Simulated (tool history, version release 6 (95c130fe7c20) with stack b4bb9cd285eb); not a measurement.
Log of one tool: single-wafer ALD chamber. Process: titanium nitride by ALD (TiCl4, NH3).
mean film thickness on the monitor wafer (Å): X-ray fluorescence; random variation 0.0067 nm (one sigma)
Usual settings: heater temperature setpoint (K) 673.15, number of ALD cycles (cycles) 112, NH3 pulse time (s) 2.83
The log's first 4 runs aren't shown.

run	hour	heater temperature setpoint (K)	number of ALD cycles (cycles)	NH3 pulse time (s)	read-back reference wafer on the same gauge, thickness_nm	mean film thickness on the monitor wafer (Å)
5	261.3	673.15	112	2.83	2.463	26.96
6	329.1	673.15	97	1.99	2.467	23.01
# hour 360.4: thermocouple changed; heater temperature recalibrated
7	422.8	673.15	97	1.99	2.468	23.11
8	513.9	673.15	97	1.99	2.468	23.25
9	551	673.15	103	2.83	2.47	24.84
10	649.3	673.15	103	2.83	2.474	24.89
11	727	673.15	103	2.83	2.478	24.96
12	803.4	683.15	112	3.07	2.476	27.07
13	852	683.15	112	3.07	2.478	27.25
14	900.5	683.15	112	3.07	2.479	27.23
15	971.2	673.15	112	2.83	2.476	27.17
16	1020.8	673.15	112	2.83	2.483	27.21
17	1066.6	673.15	112	1.93	2.484	26.87
18	1137.4	673.15	112	1.93	2.487	26.81
19	1217.7	684.15	100	3.27	2.485	24.49
20	1261.2	673.15	112	2.83	2.485	27.2
21	1314.1	673.15	112	2.83	2.488	27.32
# hour 1361.5: gauge calibrated
22	1411.4	673.15	112	2.83	2.456	26.77
23	1487.6	673.15	118	2	2.458	27.98
# hour 1498.6: thermocouple changed; heater temperature recalibrated
# hour 1518.1: showerhead replaced
24	1595.1	687.15	101	3.53	2.459	24.36
25	1667.1	673.15	121	3.27	2.465	29.21
26	1708.7	673.15	112	3.28	2.463	27.13

Run 27 comes next. What will it give?
27	1761.9	658.15	101	3.43	?	?

Run 27 gave read-back reference wafer on the same gauge, thickness_nm 2.464, mean film thickness on the monitor wafer (Å) 24.26.
Without the tool's hidden state the same run would have given mean film thickness on the monitor wafer (Å) 24.12.
